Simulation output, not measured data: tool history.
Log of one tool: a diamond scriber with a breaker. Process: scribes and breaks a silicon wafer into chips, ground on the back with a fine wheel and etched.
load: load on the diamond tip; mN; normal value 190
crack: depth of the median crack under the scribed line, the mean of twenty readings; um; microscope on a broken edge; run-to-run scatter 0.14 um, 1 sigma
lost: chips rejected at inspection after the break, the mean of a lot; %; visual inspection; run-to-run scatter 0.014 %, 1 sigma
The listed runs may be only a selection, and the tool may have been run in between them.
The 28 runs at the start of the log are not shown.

run,hour,load,wafers since the last listed run,hours since the diamond tip was replaced,hours since the load on the tip was calibrated,"incoming depth of the damage left on the back of the incoming wafer, um",crack,lost
29,782.8,190,77,659.6,219.7,0.77,7.23,1.95
30,805.1,163,101,681.9,242.0,0.46,6.59,7.16
31,828.8,140,107,705.6,265.7,0.45,5.87,14.34
32,845.1,213,74,721.9,282.0,0.62,7.66,0.60
# hour 851.7: diamond tip replaced by a new one
33,864.3,134,78,12.6,301.2,0.46,6.24,10.56
34,892.7,133,128,41.0,329.6,0.73,6.08,11.89
35,916.6,133,108,64.9,353.5,0.48,6.23,12.02
36,934.9,190,83,83.2,371.8,0.58,7.78,0.70
37,949.6,216,66,97.9,386.5,0.72,8.19,0.83
38,981.8,190,146,130.1,418.7,0.54,7.56,0.87
39,1007.9,221,118,156.2,444.8,0.31,8.59,0.81
40,1026.2,167,83,174.5,463.1,0.39,6.99,4.08
41,1041.4,230,69,189.7,478.3,0.73,8.43,1.11
42,1070.5,241,132,218.8,507.4,0.72,8.93,1.69
43,1089.4,232,85,237.7,526.3,0.63,8.82,0.89

Forecast each of these 3 alternatives for the next run:
A,1089.9,219,2,238.2,526.8,0.74,?,?
B,1089.9,233,2,238.2,526.8,0.74,?,?
C,1089.9,235,2,238.2,526.8,0.74,?,?

run,crack,lost
A,8.37,0.51
B,8.73,0.98
C,8.78,1.09
With no hidden state in the tool, these same runs would have given:
run,crack,lost
A,9.09,1.92
B,9.48,3.44
C,9.53,3.69
